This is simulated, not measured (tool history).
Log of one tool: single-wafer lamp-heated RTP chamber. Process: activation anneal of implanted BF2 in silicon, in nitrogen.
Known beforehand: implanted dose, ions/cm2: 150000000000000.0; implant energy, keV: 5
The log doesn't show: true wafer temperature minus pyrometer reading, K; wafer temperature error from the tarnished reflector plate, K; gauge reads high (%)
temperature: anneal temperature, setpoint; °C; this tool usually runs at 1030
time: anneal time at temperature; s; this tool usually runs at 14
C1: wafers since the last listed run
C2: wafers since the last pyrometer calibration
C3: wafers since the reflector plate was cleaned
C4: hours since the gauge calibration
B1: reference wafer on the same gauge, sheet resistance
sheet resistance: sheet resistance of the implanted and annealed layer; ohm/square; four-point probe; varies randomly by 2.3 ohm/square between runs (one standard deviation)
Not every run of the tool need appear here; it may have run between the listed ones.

Run 1, hour 0: usual settings; C1 0; C2 5353; C3 6501; C4 564.7; B1 861.81. Result: sheet resistance 798.7 ohm/square.
Run 2, hour 15.2: usual settings; C1 175; C2 5528; C3 6676; C4 579.9; B1 862.06. Result: sheet resistance 798.68 ohm/square.
Run 3, hour 34.4: usual settings; C1 221; C2 5750; C3 6898; C4 599.1; B1 862.21. Result: sheet resistance 801.18 ohm/square.
Run 4, hour 61.6: usual settings; C1 314; C2 6064; C3 7212; C4 626.3; B1 862.64. Result: sheet resistance 798.05 ohm/square.
Run 5, hour 74.1: usual settings; C1 144; C2 6208; C3 7356; C4 638.8; B1 861.52. Result: sheet resistance 792.18 ohm/square.
At hour 96.2: pyrometer window cleaned and pyrometer calibrated.
At hour 107.6: reflector plate cleaned.
Run 6, hour 162.3: usual settings but temperature 1010 °C; C1 833; C2 671; C3 631; C4 727; B1 862.32. Result: sheet resistance 826.72 ohm/square.
Run 7, hour 192.1: usual settings but temperature 1010 °C; C1 344; C2 1015; C3 975; C4 756.8; B1 862.27. Result: sheet resistance 823.25 ohm/square.
Run 8, hour 213.5: usual settings; C1 247; C2 1262; C3 1223; C4 778.2; B1 861.96. Result: sheet resistance 804.28 ohm/square.
Run 9, hour 244.5: usual settings; C1 357; C2 1620; C3 1580; C4 809.2; B1 862.52. Result: sheet resistance 808.66 ohm/square.
Run 10, hour 328.7: usual settings but time 17 s; C1 972; C2 2592; C3 2553; C4 893.4; B1 861.84. Result: sheet resistance 797.93 ohm/square.
Run 11, hour 378.3: usual settings but time 17 s; C1 572; C2 3165; C3 3125; C4 943; B1 861.9. Result: sheet resistance 793.9 ohm/square.
At hour 383.8: gauge calibrated.
Run 12, hour 406.7: usual settings; C1 327; C2 3493; C3 3453; C4 22.9; B1 861.71. Result: sheet resistance 806.42 ohm/square.
Run 13, hour 440.1: usual settings; C1 385; C2 3878; C3 3839; C4 56.3; B1 861.87. Result: sheet resistance 802.72 ohm/square.
Run 14, hour 472: usual settings; C1 368; C2 4247; C3 4207; C4 88.2; B1 861.93. Result: sheet resistance 800.46 ohm/square.

Run 15, settings as shown, results not yet in. Your forecast:
Run 15, hour 487.9: usual settings but temperature 1017 °C, time 22 s; C1 183; C2 4430; C3 4391; C4 104.1; B1 ?. Result: sheet resistance ?.

Run 15 produced B1 861.9, sheet resistance 799.27 ohm/square.
With no hidden state in the tool, this same run would have given sheet resistance 803.73 ohm/square.
